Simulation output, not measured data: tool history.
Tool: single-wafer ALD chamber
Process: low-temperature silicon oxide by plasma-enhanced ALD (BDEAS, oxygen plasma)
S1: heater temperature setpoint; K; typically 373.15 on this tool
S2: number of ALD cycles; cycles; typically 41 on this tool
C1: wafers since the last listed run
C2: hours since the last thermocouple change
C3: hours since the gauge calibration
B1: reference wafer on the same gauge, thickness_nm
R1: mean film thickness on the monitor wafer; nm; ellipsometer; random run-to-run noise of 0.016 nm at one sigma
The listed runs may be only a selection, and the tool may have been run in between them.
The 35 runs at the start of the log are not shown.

Run 36, hour 425.3: usual settings but S1 386.15 K, S2 35 cycles; C1 52; C2 108.4; C3 88.9; B1 7.270. Result: R1 5.187 nm.
Run 37, hour 432.8: usual settings but S1 381.15 K, S2 33 cycles; C1 51; C2 115.9; C3 96.4; B1 7.270. Result: R1 4.943 nm.
Run 38, hour 443.9: usual settings but S1 385.15 K, S2 46 cycles; C1 76; C2 127.0; C3 107.5; B1 7.268. Result: R1 6.825 nm.
Run 39, hour 459.9: usual settings; C1 110; C2 143.0; C3 123.5; B1 7.272. Result: R1 6.243 nm.
Run 40, hour 471.1: usual settings but S1 369.15 K, S2 37 cycles; C1 77; C2 154.2; C3 134.7; B1 7.270. Result: R1 5.741 nm.
Run 41, hour 486.1: usual settings but S1 360.15 K, S2 38 cycles; C1 103; C2 169.2; C3 149.7; B1 7.268. Result: R1 6.096 nm.
Run 42, hour 502.2: usual settings but S1 380.15 K, S2 39 cycles; C1 110; C2 185.3; C3 165.8; B1 7.273. Result: R1 5.847 nm.
Run 43, hour 519.0: usual settings but S1 362.15 K, S2 33 cycles; C1 115; C2 202.1; C3 182.6; B1 7.267. Result: R1 5.234 nm.
Run 44, hour 532.2: usual settings but S1 381.15 K, S2 35 cycles; C1 90; C2 215.3; C3 195.8; B1 7.272. Result: R1 5.243 nm.
Run 45, hour 538.7: usual settings; C1 44; C2 221.8; C3 202.3; B1 7.272. Result: R1 6.207 nm.
Run 46, hour 560.2: usual settings but S1 378.15 K, S2 36 cycles; C1 147; C2 243.3; C3 223.8; B1 7.266. Result: R1 5.423 nm.
Run 47, hour 568.0: usual settings; C1 53; C2 251.1; C3 231.6; B1 7.266. Result: R1 6.218 nm.

Forecast each of these 3 alternatives for the next run:
Run A, hour 568.5: usual settings; C1 3; C2 251.6; C3 232.1; B1 ?. Result: R1 ?.
Run B, hour 568.5: usual settings but S1 368.15 K, S2 35 cycles; C1 3; C2 251.6; C3 232.1; B1 ?. Result: R1 ?.
Run C, hour 568.5: usual settings but S1 367.15 K, S2 47 cycles; C1 3; C2 251.6; C3 232.1; B1 ?. Result: R1 ?.

run     B1     R1
  A  7.273  6.243
  B  7.273  5.439
  C  7.273  7.334
Stripped of hidden state, with their random variation kept, the same runs would have yielded:
run     R1
  A  6.243
  B  5.439
  C  7.334

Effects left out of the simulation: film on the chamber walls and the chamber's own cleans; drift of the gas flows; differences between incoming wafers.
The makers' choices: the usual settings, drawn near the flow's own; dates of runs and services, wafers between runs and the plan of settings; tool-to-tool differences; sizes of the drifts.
